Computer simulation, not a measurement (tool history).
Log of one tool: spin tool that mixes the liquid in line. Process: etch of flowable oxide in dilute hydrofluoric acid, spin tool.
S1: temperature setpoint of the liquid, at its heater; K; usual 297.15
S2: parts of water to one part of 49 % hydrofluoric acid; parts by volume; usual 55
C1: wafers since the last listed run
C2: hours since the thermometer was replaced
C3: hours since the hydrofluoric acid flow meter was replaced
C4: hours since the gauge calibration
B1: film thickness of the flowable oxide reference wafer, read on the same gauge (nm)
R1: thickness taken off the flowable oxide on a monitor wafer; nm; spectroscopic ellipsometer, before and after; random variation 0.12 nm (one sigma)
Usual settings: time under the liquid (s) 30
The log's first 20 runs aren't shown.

Run 21, hour 245.6: usual settings but S1 294.65 K, time under the liquid (s) 15; C1 154; C2 58.5; C3 93.5; C4 194.4; B1 120.04. Result: R1 14.42 nm.
Run 22, hour 260.9: usual settings; C1 181; C2 73.8; C3 108.8; C4 209.7; B1 120.03. Result: R1 32.17 nm.
Run 23, hour 276.5: usual settings but S1 293.15 K; C1 184; C2 89.4; C3 124.4; C4 225.3; B1 120.04. Result: R1 27.21 nm.
Run 24, hour 285.8: usual settings but S1 299.15 K, S2 75 parts by volume; C1 110; C2 98.7; C3 133.7; C4 234.6; B1 119.98. Result: R1 24.84 nm.
Run 25, hour 298.1: usual settings; C1 145; C2 111.0; C3 146.0; C4 246.9; B1 120.01. Result: R1 32.15 nm.
Run 26, hour 309.5: usual settings but S1 300.15 K; C1 135; C2 122.4; C3 157.4; C4 258.3; B1 120.00. Result: R1 36.35 nm.
Run 27, hour 323.6: usual settings but S1 295.65 K, S2 45 parts by volume, time under the liquid (s) 20; C1 167; C2 136.5; C3 171.5; C4 272.4; B1 120.01. Result: R1 24.95 nm.
Run 28, hour 333.1: usual settings but S1 301.15 K; C1 112; C2 146.0; C3 181.0; C4 281.9; B1 120.00. Result: R1 37.85 nm.
Run 29, hour 356.5: usual settings but S2 80 parts by volume; C1 277; C2 169.4; C3 204.4; C4 305.3; B1 120.01. Result: R1 21.44 nm.
Run 30, hour 374.4: usual settings but S1 298.65 K, time under the liquid (s) 35; C1 212; C2 187.3; C3 222.3; C4 323.2; B1 120.00. Result: R1 40.06 nm.
Run 31, hour 383.5: usual settings; C1 107; C2 196.4; C3 231.4; C4 332.3; B1 120.01. Result: R1 32.29 nm.
Run 32, hour 398.9: usual settings; C1 182; C2 211.8; C3 246.8; C4 347.7; B1 120.03. Result: R1 32.28 nm.
Run 33, hour 411.9: usual settings but S1 300.15 K, S2 75 parts by volume, time under the liquid (s) 15; C1 154; C2 224.8; C3 259.8; C4 360.7; B1 119.98. Result: R1 13.00 nm.

5 ways to go on from here, each from the tool as it stands after run 33. What would each give?
Run A, hour 412.3: usual settings but S1 295.15 K; C1 4; C2 225.2; C3 260.2; C4 361.1; B1 ?. Result: R1 ?.
Run B, hour 412.3: usual settings but S1 301.65 K, time under the liquid (s) 25; C1 4; C2 225.2; C3 260.2; C4 361.1; B1 ?. Result: R1 ?.
Run C, hour 412.3: usual settings but S2 65 parts by volume, time under the liquid (s) 45; C1 4; C2 225.2; C3 260.2; C4 361.1; B1 ?. Result: R1 ?.
Run D, hour 412.3: usual settings but S1 300.15 K, S2 35 parts by volume, time under the liquid (s) 25; C1 4; C2 225.2; C3 260.2; C4 361.1; B1 ?. Result: R1 ?.
Run E, hour 412.3: usual settings but S1 300.65 K, S2 40 parts by volume, time under the liquid (s) 40; C1 4; C2 225.2; C3 260.2; C4 361.1; B1 ?. Result: R1 ?.

run      B1     R1
  A  119.99  29.82
  B  119.99  32.32
  C  119.99  40.56
  D  119.99  49.27
  E  119.99  69.87
Without the tool's hidden state the same runs would have given:
run     R1
  A  29.15
  B  31.62
  C  39.66
  D  48.18
  E  68.33

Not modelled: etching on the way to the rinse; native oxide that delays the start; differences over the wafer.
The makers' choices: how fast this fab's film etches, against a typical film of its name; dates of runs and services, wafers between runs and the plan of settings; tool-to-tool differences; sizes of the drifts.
